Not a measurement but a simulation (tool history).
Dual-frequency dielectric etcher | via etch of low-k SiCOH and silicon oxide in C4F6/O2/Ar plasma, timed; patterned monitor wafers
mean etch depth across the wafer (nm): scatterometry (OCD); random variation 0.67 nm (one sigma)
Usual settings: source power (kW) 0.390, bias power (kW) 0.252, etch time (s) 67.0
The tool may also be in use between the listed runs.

| run | hour | source power (kW) | bias power (kW) | etch time (s) | wafers since the last listed run | hours since the last wet clean | hours since the last source power generator calibration | hours since the last bias power generator calibration | hours since the last upper electrode change | hours since the gauge calibration | read-back reference wafer on the same gauge, depth_nm | mean etch depth across the wafer (nm) |
|---|---|---|---|---|---|---|---|---|---|---|---|---|
| 1 | 0.0 | 0.390 | 0.252 | 67.0 | 0 | 518.4 | 1483.5 | 2671.4 | 966.2 | 423.8 | 225.9 | 222.6 |
|  | 40.2 | wet clean of the chamber |
| 2 | 40.7 | 0.390 | 0.252 | 67.0 | 214 | 0.5 | 1524.2 | 2712.1 | 1006.9 | 464.5 | 226.0 | 218.5 |
| 3 | 97.4 | 0.390 | 0.252 | 67.0 | 727 | 57.2 | 1580.9 | 2768.8 | 1063.6 | 521.2 | 226.0 | 218.6 |
| 4 | 177.1 | 0.430 | 0.302 | 67.0 | 1022 | 136.9 | 1660.6 | 2848.5 | 1143.3 | 600.9 | 226.3 | 237.7 |
| 5 | 283.6 | 0.430 | 0.302 | 67.0 | 1366 | 243.4 | 1767.1 | 2955.0 | 1249.8 | 707.4 | 226.3 | 239.9 |
| 6 | 330.8 | 0.430 | 0.302 | 67.0 | 605 | 290.6 | 1814.3 | 3002.2 | 1297.0 | 754.6 | 226.3 | 240.4 |
| 7 | 369.5 | 0.390 | 0.252 | 59.0 | 496 | 329.3 | 1853.0 | 3040.9 | 1335.7 | 793.3 | 226.0 | 193.8 |
|  | 561.8 | source power generator calibrated |
| 8 | 627.6 | 0.390 | 0.252 | 59.0 | 3260 | 587.4 | 65.8 | 3299.0 | 1593.8 | 1051.4 | 226.1 | 193.3 |
|  | 703.0 | wet clean of the chamber |
| 9 | 703.5 | 0.390 | 0.252 | 59.0 | 666 | 0.5 | 141.7 | 3374.9 | 1669.7 | 1127.3 | 226.0 | 189.1 |
| 10 | 768.2 | 0.420 | 0.252 | 73.0 | 830 | 65.2 | 206.4 | 3439.6 | 1734.4 | 1192.0 | 226.3 | 242.5 |
|  | 800.4 | gauge calibrated |
| 11 | 842.3 | 0.420 | 0.252 | 73.0 | 950 | 139.3 | 280.5 | 3513.7 | 1808.5 | 41.9 | 225.9 | 240.8 |
| 12 | 922.0 | 0.390 | 0.223 | 67.0 | 1022 | 219.0 | 360.2 | 3593.4 | 1888.2 | 121.6 | 225.9 | 211.8 |
| 13 | 1005.9 | 0.390 | 0.252 | 81.0 | 1076 | 302.9 | 444.1 | 3677.3 | 1972.1 | 205.5 | 226.2 | 263.5 |
|  | 1015.5 | bias power generator calibrated |
| 14 | 1092.5 | 0.390 | 0.304 | 81.5 | 1060 | 389.5 | 530.7 | 77.0 | 2058.7 | 292.1 | 225.9 | 283.3 |
| 15 | 1150.8 | 0.470 | 0.281 | 56.5 | 748 | 447.8 | 589.0 | 135.3 | 2117.0 | 350.4 | 226.0 | 204.1 |
| 16 | 1218.6 | 0.490 | 0.190 | 84.5 | 870 | 515.6 | 656.8 | 203.1 | 2184.8 | 418.2 | 225.9 | 280.8 |
|  | 1314.2 | wet clean of the chamber |
| 17 | 1314.7 | 0.390 | 0.252 | 52.5 | 925 | 0.5 | 752.9 | 299.2 | 2280.9 | 514.3 | 226.1 | 169.8 |
| 18 | 1370.3 | 0.390 | 0.294 | 67.0 | 713 | 56.1 | 808.5 | 354.8 | 2336.5 | 569.9 | 226.1 | 227.8 |
| 19 | 1444.3 | 0.340 | 0.252 | 58.0 | 949 | 130.1 | 882.5 | 428.8 | 2410.5 | 643.9 | 225.9 | 180.6 |
| 20 | 1529.1 | 0.300 | 0.212 | 67.0 | 1088 | 214.9 | 967.3 | 513.6 | 2495.3 | 728.7 | 225.9 | 193.3 |
|  | 1560.0 | upper electrode replaced |
| 21 | 1569.2 | 0.420 | 0.252 | 73.0 | 206 | 255.0 | 1007.4 | 553.7 | 9.2 | 768.8 | 226.2 | 244.8 |
| 22 | 1635.7 | 0.300 | 0.252 | 75.0 | 853 | 321.5 | 1073.9 | 620.2 | 75.7 | 835.3 | 226.0 | 226.9 |
| 23 | 1693.9 | 0.390 | 0.252 | 67.0 | 746 | 379.7 | 1132.1 | 678.4 | 133.9 | 893.5 | 225.9 | 220.5 |
| 24 | 1733.3 | 0.390 | 0.312 | 58.5 | 505 | 419.1 | 1171.5 | 717.8 | 173.3 | 932.9 | 225.9 | 203.0 |
| 25 | 1796.6 | 0.390 | 0.193 | 67.0 | 812 | 482.4 | 1234.8 | 781.1 | 236.6 | 996.2 | 226.1 | 207.5 |
|  | 1892.3 | wet clean of the chamber |
| 26 | 1892.8 | 0.480 | 0.219 | 60.0 | 926 | 0.5 | 1331.0 | 877.3 | 332.8 | 1092.4 | 226.1 | 201.0 |
| 27 | 1973.0 | 0.390 | 0.252 | 67.0 | 1029 | 80.7 | 1411.2 | 957.5 | 413.0 | 1172.6 | 225.7 | 218.8 |
| 28 | 2046.9 | 0.420 | 0.298 | 58.0 | 948 | 154.6 | 1485.1 | 1031.4 | 486.9 | 1246.5 | 225.8 | 203.1 |

Hidden state at the last listed run before each entry between runs and at the first one after, where it differs:
Between runs 1 and 2: wet clean of the chamber (hour 40.2)
  etch rate over this chamber's usual, %: 2.14 -> 0.125; source power that arrives over what is set, %: 4.91 -> 4.95
  measured less the result without the state, mean etch depth across the wafer (nm): +8.1 -> +3.8
Between runs 7 and 8: source power generator calibrated (hour 561.8)
  etch rate over this chamber's usual, %: 1.37 -> 2.35; source power that arrives over what is set, %: 5.2 -> 0.129
  measured less the result without the state, mean etch depth across the wafer (nm): +5.8 -> +4.6
Between runs 8 and 9: wet clean of the chamber (hour 703.0)
  etch rate over this chamber's usual, %: 2.35 -> 0.0166; source power that arrives over what is set, %: 0.129 -> 0.58
  measured less the result without the state, mean etch depth across the wafer (nm): +4.6 -> +0.4
Between runs 10 and 11: gauge calibrated (hour 800.4)
  etch rate over this chamber's usual, %: 0.262 -> 0.543; source power that arrives over what is set, %: 0.932 -> 1.3
  measured less the result without the state, mean etch depth across the wafer (nm): +1.4 -> +2.3
Between runs 13 and 14: bias power generator calibrated (hour 1015.5)
  etch rate over this chamber's usual, %: 1.16 -> 1.49; source power that arrives over what is set, %: 2 -> 2.31
  measured less the result without the state, mean etch depth across the wafer (nm): +4.8 -> +6.3
Between runs 16 and 17: wet clean of the chamber (hour 1314.2)
  etch rate over this chamber's usual, %: 1.97 -> -0.00086; source power that arrives over what is set, %: 2.71 -> 2.97
  measured less the result without the state, mean etch depth across the wafer (nm): +7.9 -> +1.7
Between runs 20 and 21: upper electrode replaced (hour 1560.0)
  etch rate over this chamber's usual, %: 0.812 -> 0.963; source power that arrives over what is set, %: 3.45 -> 3.53
  measured less the result without the state, mean etch depth across the wafer (nm): +3.7 -> +5.2
Between runs 25 and 26: wet clean of the chamber (hour 1892.3)
  etch rate over this chamber's usual, %: 1.83 -> -0.126; source power that arrives over what is set, %: 3.9 -> 4.02
  measured less the result without the state, mean etch depth across the wafer (nm): +6.3 -> +2.4
